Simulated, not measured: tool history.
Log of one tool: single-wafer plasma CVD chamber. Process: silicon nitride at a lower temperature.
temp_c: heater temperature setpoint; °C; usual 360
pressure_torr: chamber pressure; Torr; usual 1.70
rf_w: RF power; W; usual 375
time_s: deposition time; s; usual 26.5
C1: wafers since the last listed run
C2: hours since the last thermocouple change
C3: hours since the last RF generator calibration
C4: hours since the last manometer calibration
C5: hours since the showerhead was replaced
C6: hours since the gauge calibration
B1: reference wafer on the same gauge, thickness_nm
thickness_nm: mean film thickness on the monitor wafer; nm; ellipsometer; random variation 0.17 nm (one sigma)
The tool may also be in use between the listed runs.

run 1 hour=0.0 | temp_c=360 pressure_torr=1.70 rf_w=375 time_s=26.5 | C1=0 C2=105.6 C3=734.4 C4=2048.2 C5=4670.0 C6=956.1 | B1=35.927 | thickness_nm=36.691
run 2 hour=27.7 | temp_c=360 pressure_torr=1.70 rf_w=375 time_s=26.5 | C1=541 C2=133.3 C3=762.1 C4=2075.9 C5=4697.7 C6=983.8 | B1=35.931 | thickness_nm=36.392
-- hour=36.3 gauge calibrated
run 3 hour=60.5 | temp_c=360 pressure_torr=1.98 rf_w=375 time_s=26.5 | C1=640 C2=166.1 C3=794.9 C4=2108.7 C5=4730.5 C6=24.2 | B1=35.905 | thickness_nm=39.030
run 4 hour=73.6 | temp_c=360 pressure_torr=1.57 rf_w=375 time_s=26.5 | C1=255 C2=179.2 C3=808.0 C4=2121.8 C5=4743.6 C6=37.3 | B1=35.890 | thickness_nm=35.547
run 5 hour=102.0 | temp_c=360 pressure_torr=1.57 rf_w=375 time_s=26.5 | C1=554 C2=207.6 C3=836.4 C4=2150.2 C5=4772.0 C6=65.7 | B1=35.957 | thickness_nm=35.353
run 6 hour=117.9 | temp_c=360 pressure_torr=1.70 rf_w=375 time_s=26.5 | C1=310 C2=223.5 C3=852.3 C4=2166.1 C5=4787.9 C6=81.6 | B1=35.891 | thickness_nm=36.571
run 7 hour=147.3 | temp_c=373 pressure_torr=1.70 rf_w=375 time_s=29.1 | C1=574 C2=252.9 C3=881.7 C4=2195.5 C5=4817.3 C6=111.0 | B1=35.856 | thickness_nm=39.974
run 8 hour=171.5 | temp_c=371 pressure_torr=1.89 rf_w=435 time_s=24.6 | C1=472 C2=277.1 C3=905.9 C4=2219.7 C5=4841.5 C6=135.2 | B1=35.895 | thickness_nm=40.270
run 9 hour=192.5 | temp_c=360 pressure_torr=1.43 rf_w=375 time_s=26.5 | C1=410 C2=298.1 C3=926.9 C4=2240.7 C5=4862.5 C6=156.2 | B1=35.947 | thickness_nm=33.785
run 10 hour=208.3 | temp_c=360 pressure_torr=1.70 rf_w=375 time_s=26.5 | C1=308 C2=313.9 C3=942.7 C4=2256.5 C5=4878.3 C6=172.0 | B1=35.906 | thickness_nm=36.227
run 11 hour=239.1 | temp_c=353 pressure_torr=1.44 rf_w=440 time_s=24.3 | C1=601 C2=344.7 C3=973.5 C4=2287.3 C5=4909.1 C6=202.8 | B1=35.865 | thickness_nm=36.275
run 12 hour=266.5 | temp_c=360 pressure_torr=1.83 rf_w=375 time_s=29.3 | C1=535 C2=372.1 C3=1000.9 C4=2314.7 C5=4936.5 C6=230.2 | B1=35.948 | thickness_nm=41.493
-- hour=285.3 capacitance manometer re-zeroed and calibrated
run 13 hour=285.8 | temp_c=360 pressure_torr=2.06 rf_w=405 time_s=26.5 | C1=220 C2=391.4 C3=1020.2 C4=0.5 C5=4955.8 C6=249.5 | B1=35.881 | thickness_nm=43.451
run 14 hour=302.8 | temp_c=345 pressure_torr=2.05 rf_w=400 time_s=24.3 | C1=332 C2=408.4 C3=1037.2 C4=17.5 C5=4972.8 C6=266.5 | B1=35.955 | thickness_nm=39.120
-- hour=316.6 showerhead replaced
run 15 hour=317.1 | temp_c=353 pressure_torr=1.70 rf_w=375 time_s=21.2 | C1=123 C2=422.7 C3=1051.5 C4=31.8 C5=0.5 C6=280.8 | B1=35.921 | thickness_nm=30.112
-- hour=331.5 RF generator calibrated
run 16 hour=334.0 | temp_c=374 pressure_torr=1.58 rf_w=335 time_s=23.8 | C1=173 C2=439.6 C3=2.5 C4=48.7 C5=17.4 C6=297.7 | B1=35.877 | thickness_nm=29.308
run 17 hour=358.2 | temp_c=360 pressure_torr=1.70 rf_w=375 time_s=26.5 | C1=472 C2=463.8 C3=26.7 C4=72.9 C5=41.6 C6=321.9 | B1=35.921 | thickness_nm=37.886
run 18 hour=371.2 | temp_c=360 pressure_torr=1.52 rf_w=375 time_s=26.5 | C1=253 C2=476.8 C3=39.7 C4=85.9 C5=54.6 C6=334.9 | B1=35.861 | thickness_nm=36.035
run 19 hour=383.8 | temp_c=347 pressure_torr=1.70 rf_w=375 time_s=26.5 | C1=246 C2=489.4 C3=52.3 C4=98.5 C5=67.2 C6=347.5 | B1=35.931 | thickness_nm=37.662
run 20 hour=413.1 | temp_c=360 pressure_torr=1.86 rf_w=375 time_s=31.6 | C1=572 C2=518.7 C3=81.6 C4=127.8 C5=96.5 C6=376.8 | B1=35.950 | thickness_nm=46.289
run 21 hour=439.1 | temp_c=369 pressure_torr=1.46 rf_w=320 time_s=25.1 | C1=507 C2=544.7 C3=107.6 C4=153.8 C5=122.5 C6=402.8 | B1=35.892 | thickness_nm=28.094
run 22 hour=491.5 | temp_c=360 pressure_torr=1.70 rf_w=445 time_s=26.5 | C1=1023 C2=597.1 C3=160.0 C4=206.2 C5=174.9 C6=455.2 | B1=35.871 | thickness_nm=43.352
run 23 hour=507.8 | temp_c=350 pressure_torr=1.70 rf_w=300 time_s=26.5 | C1=318 C2=613.4 C3=176.3 C4=222.5 C5=191.2 C6=471.5 | B1=35.931 | thickness_nm=29.436
run 24 hour=530.7 | temp_c=350 pressure_torr=2.05 rf_w=375 time_s=26.5 | C1=447 C2=636.3 C3=199.2 C4=245.4 C5=214.1 C6=494.4 | B1=35.926 | thickness_nm=40.459
run 25 hour=554.2 | temp_c=366 pressure_torr=1.30 rf_w=350 time_s=26.5 | C1=459 C2=659.8 C3=222.7 C4=268.9 C5=237.6 C6=517.9 | B1=35.899 | thickness_nm=31.188
run 26 hour=567.9 | temp_c=371 pressure_torr=1.44 rf_w=335 time_s=24.4 | C1=267 C2=673.5 C3=236.4 C4=282.6 C5=251.3 C6=531.6 | B1=35.890 | thickness_nm=28.563
run 27 hour=588.8 | temp_c=372 pressure_torr=1.86 rf_w=375 time_s=26.5 | C1=408 C2=694.4 C3=257.3 C4=303.5 C5=272.2 C6=552.5 | B1=35.968 | thickness_nm=38.480
run 28 hour=619.6 | temp_c=368 pressure_torr=1.44 rf_w=375 time_s=26.5 | C1=601 C2=725.2 C3=288.1 C4=334.3 C5=303.0 C6=583.3 | B1=35.876 | thickness_nm=34.864
run 29 hour=651.7 | temp_c=360 pressure_torr=1.70 rf_w=375 time_s=26.5 | C1=627 C2=757.3 C3=320.2 C4=366.4 C5=335.1 C6=615.4 | B1=35.918 | thickness_nm=37.528

Measured less the same run without the tool's hidden state. The same run-to-run variation is in both; the gauge's scatter may not be:
The hidden state here: wafer temperature above the value expected at the setpoint (K); delivered RF power above the setpoint (%); true pressure above the setpoint (%); gauge reads high (%).
run=1 thickness_nm=-0.958
run=2 thickness_nm=-0.964
run=3 thickness_nm=-0.986
run=4 thickness_nm=-0.987
run=5 thickness_nm=-0.997
run=6 thickness_nm=-1.017
run=7 thickness_nm=-1.128
run=8 thickness_nm=-1.123
run=9 thickness_nm=-1.027
run=10 thickness_nm=-1.054
run=11 thickness_nm=-1.129
run=12 thickness_nm=-1.219
run=13 thickness_nm=+0.025
run=14 thickness_nm=+0.014
run=15 thickness_nm=+0.006
run=16 thickness_nm=+0.000
run=17 thickness_nm=-0.011
run=18 thickness_nm=-0.017
run=19 thickness_nm=-0.023
run=20 thickness_nm=-0.045
run=21 thickness_nm=-0.039
run=22 thickness_nm=-0.085
run=23 thickness_nm=-0.064
run=24 thickness_nm=-0.093
run=25 thickness_nm=-0.098
run=26 thickness_nm=-0.089
run=27 thickness_nm=-0.123
run=28 thickness_nm=-0.133
run=29 thickness_nm=-0.149
